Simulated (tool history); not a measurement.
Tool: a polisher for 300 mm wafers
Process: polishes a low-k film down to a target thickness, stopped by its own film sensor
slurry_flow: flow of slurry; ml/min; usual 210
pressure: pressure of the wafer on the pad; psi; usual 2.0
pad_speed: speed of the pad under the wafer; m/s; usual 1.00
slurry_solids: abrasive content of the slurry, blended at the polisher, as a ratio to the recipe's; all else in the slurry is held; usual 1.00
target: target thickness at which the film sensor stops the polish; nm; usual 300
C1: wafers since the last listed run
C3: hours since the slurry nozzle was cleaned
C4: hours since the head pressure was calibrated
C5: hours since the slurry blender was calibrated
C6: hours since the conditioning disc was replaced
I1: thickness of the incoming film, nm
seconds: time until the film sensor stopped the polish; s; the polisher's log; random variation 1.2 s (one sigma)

Run 1, hour 0.0: usual settings but pressure 1.6 psi; C1 0; wafers polished on this pad 1583; C3 305.8; C4 845.7; C5 204.3; C6 160.3; I1 331.1. Result: seconds 79.5 s.
At hour 22.1: worn pad replaced by a new one.
Run 2, hour 28.4: usual settings but slurry_flow 155 ml/min; C1 203; wafers polished on this pad 52; C3 334.2; C4 874.1; C5 232.7; C6 188.7; I1 334.5. Result: seconds 72.7 s.
At hour 31.1: conditioning disc replaced and pad reconditioned.
At hour 31.2: slurry blender recalibrated.
Run 3, hour 64.2: usual settings but slurry_solids 1.20; C1 281; wafers polished on this pad 333; C3 370.0; C4 909.9; C5 33.0; C6 33.1; I1 333.2. Result: seconds 62.4 s.
At hour 70.5: slurry nozzle cleaned.
Run 4, hour 95.9: usual settings but slurry_solids 1.20; C1 256; wafers polished on this pad 589; C3 25.4; C4 941.6; C5 64.7; C6 64.8; I1 334.1. Result: seconds 65.8 s.
Run 5, hour 117.8: usual settings but slurry_solids 1.20; C1 182; wafers polished on this pad 772; C3 47.3; C4 963.5; C5 86.6; C6 86.7; I1 332.2. Result: seconds 58.9 s.
Run 6, hour 152.3: usual settings but pressure 1.4 psi, pad_speed 1.18 m/s, target 292 nm; C1 287; wafers polished on this pad 1060; C3 81.8; C4 998.0; C5 121.1; C6 121.2; I1 328.1. Result: seconds 89.6 s.
Run 7, hour 172.3: usual settings but slurry_flow 275 ml/min; C1 166; wafers polished on this pad 1227; C3 101.8; C4 1018.0; C5 141.1; C6 141.2; I1 333.8. Result: seconds 67.9 s.
Run 8, hour 198.6: usual settings but pad_speed 0.70 m/s, slurry_solids 1.15; C1 219; wafers polished on this pad 1446; C3 128.1; C4 1044.3; C5 167.4; C6 167.5; I1 324.8. Result: seconds 64.6 s.
Run 9, hour 223.3: usual settings but pad_speed 0.76 m/s; C1 205; wafers polished on this pad 1652; C3 152.8; C4 1069.0; C5 192.1; C6 192.2; I1 324.3. Result: seconds 63.3 s.
At hour 244.9: worn pad replaced by a new one.
Run 10, hour 249.1: usual settings but pressure 2.2 psi, slurry_solids 1.20, target 306 nm; C1 181; wafers polished on this pad 35; C3 178.6; C4 1094.8; C5 217.9; C6 218.0; I1 325.8. Result: seconds 33.8 s.
At hour 256.5: conditioning disc replaced and pad reconditioned.
Run 11, hour 274.7: usual settings but target 292 nm; C1 196; wafers polished on this pad 232; C3 204.2; C4 1120.4; C5 243.5; C6 18.2; I1 334.7. Result: seconds 88.6 s.
At hour 284.4: slurry blender recalibrated.
Run 12, hour 298.9: usual settings but slurry_flow 180 ml/min; C1 185; wafers polished on this pad 417; C3 228.4; C4 1144.6; C5 14.5; C6 42.4; I1 333.4. Result: seconds 68.5 s.
Run 13, hour 316.9: usual settings but slurry_solids 1.25; C1 150; wafers polished on this pad 567; C3 246.4; C4 1162.6; C5 32.5; C6 60.4; I1 335.6. Result: seconds 66.0 s.
Run 14, hour 338.2: usual settings but pressure 1.3 psi; C1 177; wafers polished on this pad 745; C3 267.7; C4 1183.9; C5 53.8; C6 81.7; I1 333.4. Result: seconds 103.5 s.
Run 15, hour 361.0: usual settings; C1 190; wafers polished on this pad 935; C3 290.5; C4 1206.7; C5 76.6; C6 104.5; I1 325.3. Result: seconds 51.7 s.
At hour 382.4: head pressure recalibrated.
Run 16, hour 396.2: usual settings but slurry_flow 235 ml/min; C1 276; wafers polished on this pad 1212; C3 325.7; C4 13.8; C5 111.8; C6 139.7; I1 324.2. Result: seconds 51.9 s.
At hour 422.1: slurry nozzle cleaned.
At hour 438.7: conditioning disc replaced and pad reconditioned.
Run 17, hour 450.3: usual settings but slurry_flow 245 ml/min, pressure 2.2 psi, target 293 nm; C1 426; wafers polished on this pad 1638; C3 28.2; C4 67.9; C5 165.9; C6 11.6; I1 333.3. Result: seconds 78.1 s.
Run 18, hour 477.5: usual settings but pressure 2.4 psi; C1 226; wafers polished on this pad 1865; C3 55.4; C4 95.1; C5 193.1; C6 38.8; I1 329.7. Result: seconds 53.5 s.
At hour 481.6: worn pad replaced by a new one.
Run 19, hour 506.2: usual settings; C1 205; wafers polished on this pad 205; C3 84.1; C4 123.8; C5 221.8; C6 67.5; I1 328.8. Result: seconds 61.0 s.
Run 20, hour 521.9: usual settings but pressure 2.3 psi, slurry_solids 1.10, target 293 nm; C1 130; wafers polished on this pad 336; C3 99.8; C4 139.5; C5 237.5; C6 83.2; I1 329.9. Result: seconds 64.7 s.
At hour 531.7: slurry blender recalibrated.
Run 21, hour 534.2: usual settings; C1 85; wafers polished on this pad 422; C3 112.1; C4 151.8; C5 2.5; C6 95.5; I1 334.0. Result: seconds 72.3 s.
Run 22, hour 553.3: usual settings; C1 159; wafers polished on this pad 581; C3 131.2; C4 170.9; C5 21.6; C6 114.6; I1 329.9. Result: seconds 62.4 s.
Run 23, hour 579.1: usual settings but pad_speed 0.72 m/s, slurry_solids 1.20; C1 215; wafers polished on this pad 796; C3 157.0; C4 196.7; C5 47.4; C6 140.4; I1 333.1. Result: seconds 83.4 s.
At hour 624.7: conditioning disc replaced and pad reconditioned.
At hour 659.0: worn pad replaced by a new one.
Run 24, hour 684.0: usual settings but pressure 1.8 psi, pad_speed 0.80 m/s; C1 824; wafers polished on this pad 208; C3 261.9; C4 301.6; C5 152.3; C6 59.3; I1 323.5. Result: seconds 65.9 s.

The same runs without the tool's hidden state, with the same run-to-run variation:
The hidden state here: removal rate lost through wear of the pad, %; slurry flow missing at the pad, %; deviation of the head's pressure from its setpoint, %; abrasive missing from the slurry, %; time polished since the conditioner stopped cutting, s.
run  seconds
  1     84.1
  2     77.2
  3     66.4
  4     70.3
  5     63.0
  6     96.1
  7     73.0
  8     69.6
  9     68.3
 10     36.5
 11     96.0
 12     74.3
 13     71.8
 14    112.7
 15     56.4
 16     52.7
 17     79.8
 18     54.8
 19     62.6
 20     66.5
 21     74.4
 22     64.3
 23     86.2
 24     68.7

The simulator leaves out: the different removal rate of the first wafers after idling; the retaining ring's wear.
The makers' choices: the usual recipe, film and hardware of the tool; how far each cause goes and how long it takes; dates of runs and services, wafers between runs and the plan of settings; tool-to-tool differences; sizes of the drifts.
